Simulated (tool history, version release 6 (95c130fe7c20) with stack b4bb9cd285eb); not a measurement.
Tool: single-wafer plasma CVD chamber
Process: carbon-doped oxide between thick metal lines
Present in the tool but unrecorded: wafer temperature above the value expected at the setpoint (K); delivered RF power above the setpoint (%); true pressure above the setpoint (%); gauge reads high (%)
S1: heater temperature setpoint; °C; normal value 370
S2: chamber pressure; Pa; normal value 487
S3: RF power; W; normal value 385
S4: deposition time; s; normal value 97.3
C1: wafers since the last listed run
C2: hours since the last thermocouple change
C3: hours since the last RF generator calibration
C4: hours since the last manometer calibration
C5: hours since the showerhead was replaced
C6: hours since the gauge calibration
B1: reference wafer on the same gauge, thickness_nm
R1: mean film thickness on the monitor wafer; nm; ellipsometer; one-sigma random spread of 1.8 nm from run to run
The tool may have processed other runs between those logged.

{"run": 1, "hour": 0.0, "S1": 370, "S2": 487, "S3": 385, "S4": 97.3, "C1": 0, "C2": 2724.7, "C3": 28.3, "C4": 1915.6, "C5": 1963.1, "C6": 1660.6, "B1": 382.741, "R1": 372.685}
{"run": 2, "hour": 40.7, "S1": 370, "S2": 487, "S3": 385, "S4": 97.3, "C1": 536, "C2": 2765.4, "C3": 69, "C4": 1956.3, "C5": 2003.8, "C6": 1701.3, "B1": 382.771, "R1": 368.31}
{"run": 3, "hour": 99.3, "S1": 370, "S2": 487, "S3": 385, "S4": 97.3, "C1": 773, "C2": 2824, "C3": 127.6, "C4": 2014.9, "C5": 2062.4, "C6": 1759.9, "B1": 382.999, "R1": 367.436}
{"run": 4, "hour": 206.9, "S1": 370, "S2": 487, "S3": 385, "S4": 97.3, "C1": 1419, "C2": 2931.6, "C3": 235.2, "C4": 2122.5, "C5": 2170, "C6": 1867.5, "B1": 383.266, "R1": 368.651}
{"hour": 271.4, "done": "thermocouple changed; heater temperature recalibrated"}
{"run": 5, "hour": 276.2, "S1": 379, "S2": 487, "S3": 385, "S4": 97.3, "C1": 808, "C2": 4.8, "C3": 304.5, "C4": 2191.8, "C5": 2239.3, "C6": 1936.8, "B1": 383.026, "R1": 360.668}
{"hour": 368.6, "done": "gauge calibrated"}
{"run": 6, "hour": 368.8, "S1": 379, "S2": 487, "S3": 385, "S4": 97.3, "C1": 1221, "C2": 97.4, "C3": 397.1, "C4": 2284.4, "C5": 2331.9, "C6": 0.2, "B1": 383.307, "R1": 362.238}
{"run": 7, "hour": 459.5, "S1": 379, "S2": 487, "S3": 385, "S4": 97.3, "C1": 1196, "C2": 188.1, "C3": 487.8, "C4": 2375.1, "C5": 2422.6, "C6": 90.9, "B1": 382.944, "R1": 359.895}
{"run": 8, "hour": 554.5, "S1": 370, "S2": 487, "S3": 385, "S4": 97.3, "C1": 1253, "C2": 283.1, "C3": 582.8, "C4": 2470.1, "C5": 2517.6, "C6": 185.9, "B1": 383.441, "R1": 364.266}
{"run": 9, "hour": 620.4, "S1": 370, "S2": 487, "S3": 385, "S4": 97.3, "C1": 869, "C2": 349, "C3": 648.7, "C4": 2536, "C5": 2583.5, "C6": 251.8, "B1": 382.79, "R1": 364.135}
{"hour": 657.3, "done": "capacitance manometer re-zeroed and calibrated"}
{"run": 10, "hour": 676.3, "S1": 370, "S2": 487, "S3": 385, "S4": 97.3, "C1": 631, "C2": 404.9, "C3": 704.6, "C4": 19, "C5": 2639.4, "C6": 307.7, "B1": 382.902, "R1": 358.924}
{"run": 11, "hour": 737.3, "S1": 356, "S2": 520, "S3": 385, "S4": 85.7, "C1": 804, "C2": 465.9, "C3": 765.6, "C4": 80, "C5": 2700.4, "C6": 368.7, "B1": 382.815, "R1": 327.055}
{"run": 12, "hour": 775.4, "S1": 370, "S2": 487, "S3": 385, "S4": 97.3, "C1": 502, "C2": 504, "C3": 803.7, "C4": 118.1, "C5": 2738.5, "C6": 406.8, "B1": 382.762, "R1": 358.915}
{"run": 13, "hour": 1003.2, "S1": 382, "S2": 543, "S3": 460, "S4": 97.3, "C1": 3005, "C2": 731.8, "C3": 1031.5, "C4": 345.9, "C5": 2966.3, "C6": 634.6, "B1": 383.182, "R1": 385.218}
{"hour": 1074.1, "done": "showerhead replaced"}
{"run": 14, "hour": 1074.6, "S1": 363, "S2": 373, "S3": 350, "S4": 97.3, "C1": 836, "C2": 803.2, "C3": 1102.9, "C4": 417.3, "C5": 0.5, "C6": 706, "B1": 383.065, "R1": 344.25}
{"run": 15, "hour": 1154.9, "S1": 370, "S2": 487, "S3": 410, "S4": 87.4, "C1": 1059, "C2": 883.5, "C3": 1183.2, "C4": 497.6, "C5": 80.8, "C6": 786.3, "B1": 383.219, "R1": 330.466}
{"run": 16, "hour": 1241.5, "S1": 370, "S2": 572, "S3": 385, "S4": 97.3, "C1": 1142, "C2": 970.1, "C3": 1269.8, "C4": 584.2, "C5": 167.4, "C6": 872.9, "B1": 382.677, "R1": 367.214}
{"run": 17, "hour": 1301.3, "S1": 370, "S2": 487, "S3": 385, "S4": 97.3, "C1": 788, "C2": 1029.9, "C3": 1329.6, "C4": 644, "C5": 227.2, "C6": 932.7, "B1": 382.976, "R1": 358.311}
{"run": 18, "hour": 1360.7, "S1": 380, "S2": 521, "S3": 345, "S4": 113.7, "C1": 783, "C2": 1089.3, "C3": 1389, "C4": 703.4, "C5": 286.6, "C6": 992.1, "B1": 382.846, "R1": 393.019}
{"run": 19, "hour": 1429.9, "S1": 365, "S2": 584, "S3": 445, "S4": 91.7, "C1": 912, "C2": 1158.5, "C3": 1458.2, "C4": 772.6, "C5": 355.8, "C6": 1061.3, "B1": 382.863, "R1": 369.221}
{"run": 20, "hour": 1483.1, "S1": 383, "S2": 487, "S3": 385, "S4": 90.9, "C1": 701, "C2": 1211.7, "C3": 1511.4, "C4": 825.8, "C5": 409, "C6": 1114.5, "B1": 382.795, "R1": 325.666}
{"run": 21, "hour": 1535.9, "S1": 370, "S2": 487, "S3": 385, "S4": 97.3, "C1": 696, "C2": 1264.5, "C3": 1564.2, "C4": 878.6, "C5": 461.8, "C6": 1167.3, "B1": 382.621, "R1": 356.931}
{"run": 22, "hour": 1579.9, "S1": 370, "S2": 487, "S3": 385, "S4": 97.3, "C1": 580, "C2": 1308.5, "C3": 1608.2, "C4": 922.6, "C5": 505.8, "C6": 1211.3, "B1": 383.314, "R1": 356.057}
{"hour": 1625.8, "done": "RF generator calibrated"}
{"run": 23, "hour": 1635.5, "S1": 364, "S2": 487, "S3": 435, "S4": 102.3, "C1": 627, "C2": 1364.1, "C3": 9.7, "C4": 978.2, "C5": 561.4, "C6": 1266.9, "B1": 383.785, "R1": 415.533}
{"run": 24, "hour": 1759.9, "S1": 382, "S2": 580, "S3": 385, "S4": 97.3, "C1": 1641, "C2": 1488.5, "C3": 134.1, "C4": 1102.6, "C5": 685.8, "C6": 1391.3, "B1": 383.381, "R1": 366.457}
{"run": 25, "hour": 1863.0, "S1": 370, "S2": 445, "S3": 455, "S4": 97.3, "C1": 1360, "C2": 1591.6, "C3": 237.2, "C4": 1205.7, "C5": 788.9, "C6": 1494.4, "B1": 383.133, "R1": 395.39}
{"run": 26, "hour": 1968.9, "S1": 370, "S2": 487, "S3": 430, "S4": 81.1, "C1": 1397, "C2": 1697.5, "C3": 343.1, "C4": 1311.6, "C5": 894.8, "C6": 1600.3, "B1": 382.915, "R1": 320.101}
{"run": 27, "hour": 2066.4, "S1": 370, "S2": 487, "S3": 325, "S4": 97.3, "C1": 1286, "C2": 1795, "C3": 440.6, "C4": 1409.1, "C5": 992.3, "C6": 1697.8, "B1": 382.611, "R1": 339.878}

Below, each run's measurement less what the same run would have read without the hidden state. Both values contain the same run-to-run variation, but the gauge's scatter may not be the same in both:
run=1 R1=-1.145
run=2 R1=-1.471
run=3 R1=-1.956
run=4 R1=-2.867
run=5 R1=-3.377
run=6 R1=-4.163
run=7 R1=-4.891
run=8 R1=-5.753
run=9 R1=-6.311
run=10 R1=-6.69
run=11 R1=-6.564
run=12 R1=-7.525
run=13 R1=-9.737
run=14 R1=-9.676
run=15 R1=-9.502
run=16 R1=-11.783
run=17 R1=-12.016
run=18 R1=-13.759
run=19 R1=-12.97
run=20 R1=-12.363
run=21 R1=-14.011
run=22 R1=-14.362
run=23 R1=-1.707
run=24 R1=-2.597
run=25 R1=-3.589
run=26 R1=-3.652
run=27 R1=-4.816

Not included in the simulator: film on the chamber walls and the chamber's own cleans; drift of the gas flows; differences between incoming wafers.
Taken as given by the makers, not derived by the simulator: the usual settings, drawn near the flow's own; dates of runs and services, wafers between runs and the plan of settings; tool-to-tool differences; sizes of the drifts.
